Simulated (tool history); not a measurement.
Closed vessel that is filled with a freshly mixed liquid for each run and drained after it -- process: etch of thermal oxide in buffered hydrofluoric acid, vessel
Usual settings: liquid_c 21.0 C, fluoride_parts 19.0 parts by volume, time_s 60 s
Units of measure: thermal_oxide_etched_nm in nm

run,day,liquid_c,fluoride_parts,time_s,wafers since the last listed run,hours since the thermometer was replaced,hours since the hydrofluoric acid flow meter was replaced,hours since the gauge calibration,"read-back film thickness of the thermal oxide reference wafer, read on the same gauge (nm)",thermal_oxide_etched_nm
1,0.000,21.0,19.0,60,0,729.9,1786.4,411.7,150.00,31.37
2,0.542,21.0,19.0,60,1344,742.9,1799.4,424.7,149.99,31.26
3,0.917,21.0,19.0,60,930,751.9,1808.4,433.7,149.98,31.75
4,1.475,21.0,19.0,60,1385,765.3,1821.8,447.1,150.02,31.31
# day 1.533: thermometer replaced
# day 1.579: gauge calibrated
5,2.154,25.0,19.0,85,1581,14.9,1838.1,13.8,149.99,54.00
6,2.712,25.0,19.0,85,1385,28.3,1851.5,27.2,150.00,53.11
7,3.004,25.0,19.0,85,723,35.3,1858.5,34.2,150.01,54.19
8,3.262,21.0,16.5,60,640,41.5,1864.7,40.4,150.02,34.96
9,4.008,21.0,16.5,60,1850,59.4,1882.6,58.3,150.02,35.36
10,4.442,21.0,16.5,60,1075,69.8,1893.0,68.7,150.01,34.96
11,6.012,21.0,19.0,60,3897,107.5,1930.7,106.4,149.99,30.58
12,6.738,21.0,19.0,60,1798,124.9,1948.1,123.8,150.01,30.04
13,7.208,21.0,16.5,60,1168,136.2,1959.4,135.1,150.02,35.16
14,7.912,21.0,19.0,50,1747,153.1,1976.3,152.0,149.99,25.47
15,8.608,17.5,23.0,60,1726,169.8,1993.0,168.7,149.98,21.63
# day 8.904: hydrofluoric acid flow meter replaced
16,8.925,21.0,19.0,60,682,177.4,0.5,176.3,150.02,30.26
17,9.521,25.5,13.5,85,1478,191.7,14.8,190.6,150.02,79.01
18,10.258,18.5,19.0,35,1829,209.4,32.5,208.3,150.01,15.39
19,10.550,22.5,11.5,60,723,216.4,39.5,215.3,150.02,54.16
20,11.250,17.0,16.0,85,1736,233.2,56.3,232.1,149.99,40.49
21,11.792,23.5,21.5,85,1344,246.2,69.3,245.1,150.01,45.02
22,12.312,21.0,25.5,30,1292,258.7,81.8,257.6,150.01,12.42
23,12.633,26.0,19.0,60,796,266.4,89.5,265.3,149.98,39.81
24,13.142,26.0,14.0,35,1261,278.6,101.7,277.5,150.01,31.76
25,13.450,21.0,19.0,60,765,286.0,109.1,284.9,149.96,31.07
26,13.804,24.0,15.5,75,878,294.5,117.6,293.4,150.01,55.82
27,14.167,25.0,26.0,90,899,303.2,126.3,302.1,149.97,46.33
28,14.654,21.0,25.0,60,1209,314.9,138.0,313.8,150.01,25.15
29,15.150,21.0,19.0,45,1230,326.8,149.9,325.7,149.99,23.60
30,15.742,21.0,19.0,75,1468,341.0,164.1,339.9,149.99,38.54
31,16.171,23.5,13.0,60,1064,351.3,174.4,350.2,149.98,51.51
32,16.725,21.0,23.0,30,1375,364.6,187.7,363.5,150.00,13.38

Some steps in thermal_oxide_etched_nm between neighbouring runs. How much of each would the tool show without its hidden state too (settings, what came in, random variation), and how much is left for the hidden state, with any gauge scatter that isn't in both results?
Hidden conditions of the tool in this case: liquid hotter than its thermometer reads (K); hydrofluoric acid flow above the setpoint (%); gauge reads high (%).
Run 16 -> 17: liquid_c 21.0 -> 25.5, fluoride_parts 19.0 -> 13.5, time_s 60 -> 85. thermal_oxide_etched_nm +48.75 nm: hidden state +1.08, all else +47.67.
Run 17 -> 18: liquid_c 25.5 -> 18.5, fluoride_parts 13.5 -> 19.0, time_s 85 -> 35. thermal_oxide_etched_nm -63.62 nm: hidden state -1.36, all else -62.26.
Run 18 -> 19: liquid_c 18.5 -> 22.5, fluoride_parts 19.0 -> 11.5, time_s 35 -> 60. thermal_oxide_etched_nm +38.77 nm: hidden state +0.92, all else +37.85.
Run 31 -> 32: liquid_c 23.5 -> 21.0, fluoride_parts 13.0 -> 23.0, time_s 60 -> 30. thermal_oxide_etched_nm -38.13 nm: hidden state -1.21, all else -36.92.

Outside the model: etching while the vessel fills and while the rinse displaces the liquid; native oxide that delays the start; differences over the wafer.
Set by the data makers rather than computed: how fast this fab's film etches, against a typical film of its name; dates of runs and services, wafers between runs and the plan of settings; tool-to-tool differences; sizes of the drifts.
